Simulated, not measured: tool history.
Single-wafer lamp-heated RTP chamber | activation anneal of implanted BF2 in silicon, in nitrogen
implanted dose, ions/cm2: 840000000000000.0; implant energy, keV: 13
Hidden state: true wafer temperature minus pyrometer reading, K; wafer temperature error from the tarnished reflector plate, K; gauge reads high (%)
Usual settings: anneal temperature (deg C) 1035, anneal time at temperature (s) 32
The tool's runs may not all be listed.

run   hour  anneal temperature (deg C)  anneal time at temperature (s)  wafers since the last listed run  wafers since the last pyrometer calibration  wafers since the reflector plate was cleaned  hours since the gauge calibration  read-back reference wafer on the same gauge, sheet resistance  sheet resistance of the implanted and annealed layer (ohm/square)
  1      0                        1035                              32                                 0                                         3748                                          7646                              371.8                                                         192.88                                                             173.15
  2    9.7                        1018                              32                               124                                         3872                                          7770                              381.5                                                         192.82                                                             185.14
  3   19.8                        1018                              32                               129                                         4002                                          7899                              391.6                                                         192.93                                                             185.25
  4   36.7                        1035                              32                               216                                         4218                                          8116                              408.5                                                         193.05                                                             171.73
  5   51.8                        1019                              32                               193                                         4411                                          8309                              423.6                                                         192.82                                                             184.29
  6   61.9                        1035                              32                               129                                         4541                                          8438                              433.7                                                         192.85                                                             172.74
  7   78.4                        1035                              32                               211                                         4752                                          8650                              450.2                                                         193.01                                                             171.44
     101.5  -- pyrometer window cleaned and pyrometer calibrated
  8    102                        1035                              32                               199                                            6                                          8849                              473.8                                                          193.1                                                             172.29
  9  104.7                        1035                              32                                34                                           41                                          8884                              476.5                                                         192.97                                                             172.37
 10  110.9                        1044                              32                                79                                          120                                          8963                              482.7                                                         192.95                                                             166.59
 11    120                        1044                              32                               116                                          237                                          9080                              491.8                                                         193.03                                                             166.56
 12  132.2                        1035                              32                               156                                          393                                          9236                                504                                                         193.06                                                             172.18
 13  149.3                        1035                              32                               218                                          612                                          9455                              521.1                                                         192.89                                                             171.58
     160.6  -- gauge calibrated
     166.1  -- reflector plate cleaned
 14  166.6                        1017                              17                               119                                          731                                             6                                  6                                                         193.18                                                              214.1
 15  168.9                        1017                              17                                29                                          760                                            36                                8.3                                                         192.82                                                             213.27
 16  177.8                        1054                              18                               113                                          874                                           150                               17.2                                                            193                                                             175.13
 17  188.1                        1052                              15                               131                                         1006                                           281                               27.5                                                         193.12                                                             180.13
 18  197.6                        1058                              19                               121                                         1128                                           403                                 37                                                         193.13                                                             171.15
 19  212.1                        1025                              17                               185                                         1314                                           589                               51.5                                                         193.17                                                             203.71
 20    220                        1035                              13                               101                                         1415                                           690                               59.4                                                         192.85                                                             201.11
 21  237.3                        1062                              23                               221                                         1636                                           911                               76.7                                                         193.08                                                             164.13
 22  285.1                        1060                              38                               612                                         2248                                          1524                              124.5                                                         193.03                                                              156.2
 23  301.5                        1056                              39                               210                                         2458                                          1734                              140.9                                                         192.97                                                              158.9
 24  316.5                        1017                              22                               192                                         2651                                          1926                              155.9                                                         193.01                                                             203.01
 25  325.7                        1035                              45                               117                                         2768                                          2043                              165.1                                                          193.1                                                             168.26
 26  343.5                        1035                              32                               227                                         2996                                          2271                              182.9                                                         193.01                                                             176.55
 27  352.7                        1023                              38                               117                                         3114                                          2389                              192.1                                                         193.02                                                             180.31
 28    365                        1018                              38                               157                                         3272                                          2547                              204.4                                                         193.02                                                             184.76
 29  382.6                        1014                              51                               225                                         3497                                          2772                                222                                                         192.94                                                             182.03
 30  391.4                        1054                              47                               112                                         3610                                          2885                              230.8                                                         192.92                                                             154.78
 31    408                        1006                              20                               212                                         3822                                          3097                              247.4                                                         192.95                                                              219.8
 32  419.9                        1035                              32                               152                                         3975                                          3250                              259.3                                                         193.08                                                             176.02
 33  436.4                        1035                              32                               211                                         4186                                          3461                              275.8                                                         193.14                                                             175.26
 34  453.1                        1024                              14                               213                                         4400                                          3675                              292.5                                                         192.86                                                             208.19
 35  464.1                        1011                              38                               140                                         4541                                          3816                              303.5                                                         192.98                                                             190.81
 36  479.2                        1026                              41                               193                                         4734                                          4009                              318.6                                                         193.01                                                             174.59
     502.3  -- pyrometer window cleaned and pyrometer calibrated
 37  502.8                        1035                              32                               199                                            6                                          4209                              342.2                                                         192.84                                                             174.57
 38  513.5                        1009                              32                               137                                          143                                          4346                              352.9                                                         192.96                                                             196.37

Forecast each of these 3 alternatives for the next run:
  A  513.9                        1035                              22                                 5                                          148                                          4351                              353.3                                                              ?                                                                  ?
  B  513.9                        1021                              17                                 5                                          148                                          4351                              353.3                                                              ?                                                                  ?
  C  513.9                        1055                              32                                 5                                          148                                          4351                              353.3                                                              ?                                                                  ?

run  read-back reference wafer on the same gauge, sheet resistance  sheet resistance of the implanted and annealed layer (ohm/square)
  A                                                         192.95                                                             183.85
  B                                                         192.95                                                              205.1
  C                                                         192.95                                                             161.52
Without the tool's hidden state the same runs would have given:
run  sheet resistance of the implanted and annealed layer (ohm/square)
  A                                                             187.73
  B                                                             210.61
  C                                                             164.87
